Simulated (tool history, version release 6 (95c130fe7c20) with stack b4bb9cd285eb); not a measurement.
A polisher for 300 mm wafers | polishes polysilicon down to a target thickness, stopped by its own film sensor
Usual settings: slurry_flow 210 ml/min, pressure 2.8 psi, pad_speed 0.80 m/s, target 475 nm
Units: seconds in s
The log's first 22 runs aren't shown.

| run | hour | slurry_flow | pressure | pad_speed | target | wafers since the last listed run | wafers polished on this pad | hours since the slurry nozzle was cleaned | hours since the head pressure was calibrated | incoming thickness of the incoming film, nm | seconds |
|---|---|---|---|---|---|---|---|---|---|---|---|
| 23 | 283.8 | 210 | 2.8 | 0.58 | 475 | 85 | 1114 | 162.7 | 183.8 | 815.5 | 72.2 |
| 24 | 299.5 | 230 | 2.2 | 1.06 | 583 | 89 | 1204 | 178.4 | 199.5 | 830.2 | 44.3 |
| 25 | 317.0 | 210 | 2.8 | 0.80 | 475 | 100 | 1304 | 195.9 | 217.0 | 846.9 | 63.9 |
| 26 | 329.6 | 210 | 2.8 | 0.80 | 475 | 72 | 1376 | 208.5 | 229.6 | 829.2 | 61.0 |
| 27 | 345.4 | 210 | 2.8 | 0.80 | 475 | 90 | 1467 | 224.3 | 245.4 | 814.4 | 57.4 |
|  | 355.0 | slurry nozzle cleaned |
| 28 | 359.8 | 210 | 2.8 | 0.80 | 475 | 76 | 1544 | 4.8 | 259.8 | 837.2 | 62.1 |
|  | 368.9 | worn pad replaced by a new one |
| 29 | 369.4 | 155 | 1.8 | 0.80 | 475 | 32 | 2 | 14.4 | 269.4 | 828.9 | 97.7 |
| 30 | 379.3 | 210 | 2.8 | 0.80 | 475 | 56 | 59 | 24.3 | 279.3 | 825.1 | 59.5 |
| 31 | 395.2 | 210 | 2.8 | 0.80 | 475 | 91 | 150 | 40.2 | 295.2 | 820.8 | 58.3 |
| 32 | 410.6 | 210 | 3.3 | 0.80 | 582 | 88 | 238 | 55.6 | 310.6 | 840.4 | 38.3 |
| 33 | 427.7 | 210 | 1.9 | 0.80 | 475 | 97 | 336 | 72.7 | 327.7 | 825.8 | 88.8 |
| 34 | 437.4 | 275 | 3.1 | 0.80 | 475 | 55 | 392 | 82.4 | 337.4 | 829.4 | 53.3 |
| 35 | 444.3 | 210 | 3.5 | 0.56 | 475 | 39 | 431 | 89.3 | 344.3 | 839.8 | 62.0 |
| 36 | 459.4 | 210 | 3.1 | 0.80 | 475 | 86 | 518 | 104.4 | 359.4 | 823.1 | 52.8 |
| 37 | 471.3 | 210 | 2.8 | 0.88 | 518 | 68 | 586 | 116.3 | 371.3 | 836.1 | 51.5 |

Forecast each of these 4 alternatives for the next run:
| A | 471.7 | 210 | 2.8 | 0.96 | 475 | 2 | 588 | 116.7 | 371.7 | 817.1 | ? |
| B | 471.7 | 210 | 2.3 | 0.80 | 475 | 2 | 588 | 116.7 | 371.7 | 817.1 | ? |
| C | 471.7 | 255 | 3.3 | 0.98 | 572 | 2 | 588 | 116.7 | 371.7 | 817.1 | ? |
| D | 471.7 | 240 | 3.7 | 0.66 | 475 | 2 | 588 | 116.7 | 371.7 | 817.1 | ? |

| run | seconds |
|---|---|
| A | 52.4 |
| B | 72.3 |
| C | 30.7 |
| D | 50.2 |
Without the tool's hidden state the same runs would have given:
| run | seconds |
|---|---|
| A | 55.3 |
| B | 76.3 |
| C | 32.4 |
| D | 53.0 |
